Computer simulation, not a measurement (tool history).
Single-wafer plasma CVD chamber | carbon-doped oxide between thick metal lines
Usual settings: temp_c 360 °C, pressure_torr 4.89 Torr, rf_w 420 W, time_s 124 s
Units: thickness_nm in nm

run   hour  temp_c  pressure_torr  rf_w  time_s  read-back reference wafer on the same gauge, thickness_nm  thickness_nm
  1      0     360           4.89   420     135                                                    486.181       520.919
  2   62.4     360           4.89   420     135                                                    486.877       519.681
  3   87.1     360           4.28   420     124                                                    487.051       460.062
  4  158.5     360           4.28   420     124                                                    485.251        458.42
     220.6  -- capacitance manometer re-zeroed and calibrated
       278  -- RF generator calibrated
  5  284.3     360           4.28   420     124                                                    486.298       438.112
     296.1  -- gauge calibrated
  6  331.2     360           4.89   420     124                                                    486.342        453.26
  7  359.9     360           4.89   420     124                                                    485.732       451.794

Forecast run 8:
     372.8  -- showerhead replaced
  8  398.2     360           4.28   420     124                                                          ?             ?

read-back reference wafer on the same gauge, thickness_nm: 486.291
thickness_nm: 437.129 nm
Without the tool's hidden state the same run would have given thickness_nm 487.661 nm.
